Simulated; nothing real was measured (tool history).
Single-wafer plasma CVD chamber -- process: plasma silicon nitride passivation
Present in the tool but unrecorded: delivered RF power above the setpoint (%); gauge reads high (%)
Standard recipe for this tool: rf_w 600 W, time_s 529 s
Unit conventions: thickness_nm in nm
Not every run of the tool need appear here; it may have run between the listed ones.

run     day  rf_w  time_s  wafers since the last listed run  hours since the last RF generator calibration  hours since the showerhead was replaced  hours since the gauge calibration  read-back reference wafer on the same gauge, thickness_nm  thickness_nm
  1   0.000   600     529                                 0                                         1662.6                                   4687.0                               73.2                                                    679.885       782.368
  2   0.446   570     581                                41                                         1673.3                                   4697.7                               83.9                                                    679.951       838.835
  3   0.775   570     581                                30                                         1681.2                                   4705.6                               91.8                                                    679.945       840.158
  4   1.250   570     581                                43                                         1692.6                                   4717.0                              103.2                                                    679.885       838.544
  5   1.650   600     529                                36                                         1702.2                                   4726.6                              112.8                                                    680.190       777.506
  6   2.167   600     529                                47                                         1714.6                                   4739.0                              125.2                                                    680.015       780.394
  7   2.600   600     529                                39                                         1725.0                                   4749.4                              135.6                                                    680.064       780.961
  8   3.004   600     529                                37                                         1734.7                                   4759.1                              145.3                                                    680.057       780.401
  9   3.679   600     529                                62                                         1750.9                                   4775.3                              161.5                                                    679.917       778.046
 10   4.233   515     529                                50                                         1764.2                                   4788.6                              174.8                                                    680.064       726.686
      4.658  -- RF generator calibrated
 11   4.679   515     529                                10                                            0.5                                   4799.3                              185.5                                                    679.996       755.533
 12   5.138   600     529                                42                                           11.5                                   4810.3                              196.5                                                    680.183       808.949
 13   5.879   600     529                                68                                           29.3                                   4828.1                              214.3                                                    679.769       807.967
 14   6.588   565     622                                65                                           46.3                                   4845.1                              231.3                                                    680.124       925.070
 15   7.188   600     560                                55                                           60.7                                   4859.5                              245.7                                                    679.990       854.409
      8.058  -- showerhead replaced, of another model than before
 16   8.079   560     443                                51                                           82.1                                      0.5                              267.1                                                    679.868       666.747
 17   8.371   600     529                                26                                           89.1                                      7.5                              274.1                                                    680.056       809.749
      8.667  -- gauge calibrated
 18   8.712   670     529                                31                                           97.3                                     15.7                                1.1                                                    679.964       833.980
 19   9.217   485     571                                46                                          109.4                                     27.8                               13.2                                                    679.871       830.357
 20   9.571   680     462                                32                                          117.9                                     36.3                               21.7                                                    679.993       728.359
 21  10.271   600     529                                64                                          134.7                                     53.1                               38.5                                                    680.046       805.641
 22  10.829   710     611                                51                                          148.1                                     66.5                               51.9                                                    680.138       974.147
 23  11.417   540     529                                54                                          162.2                                     80.6                               66.0                                                    679.883       788.559

5 ways to go on from here, each from the tool as it stands after run 23. What would each give?
  A  11.438   600     529                                 1                                          162.7                                     81.1                               66.5                                                          ?             ?
  B  11.438   490     501                                 1                                          162.7                                     81.1                               66.5                                                          ?             ?
  C  11.438   630     604                                 1                                          162.7                                     81.1                               66.5                                                          ?             ?
  D  11.438   530     463                                 1                                          162.7                                     81.1                               66.5                                                          ?             ?
  E  11.438   525     490                                 1                                          162.7                                     81.1                               66.5                                                          ?             ?

run  read-back reference wafer on the same gauge, thickness_nm  thickness_nm
  A                                                    680.066       808.758
  B                                                    680.066       729.678
  C                                                    680.066       934.545
  D                                                    680.066       686.967
  E                                                    680.066       725.387
With the hidden condition removed and each run's random variation left untouched, the same runs would have given:
run  thickness_nm
  A       810.012
  B       730.810
  C       935.994
  D       688.032
  E       726.513

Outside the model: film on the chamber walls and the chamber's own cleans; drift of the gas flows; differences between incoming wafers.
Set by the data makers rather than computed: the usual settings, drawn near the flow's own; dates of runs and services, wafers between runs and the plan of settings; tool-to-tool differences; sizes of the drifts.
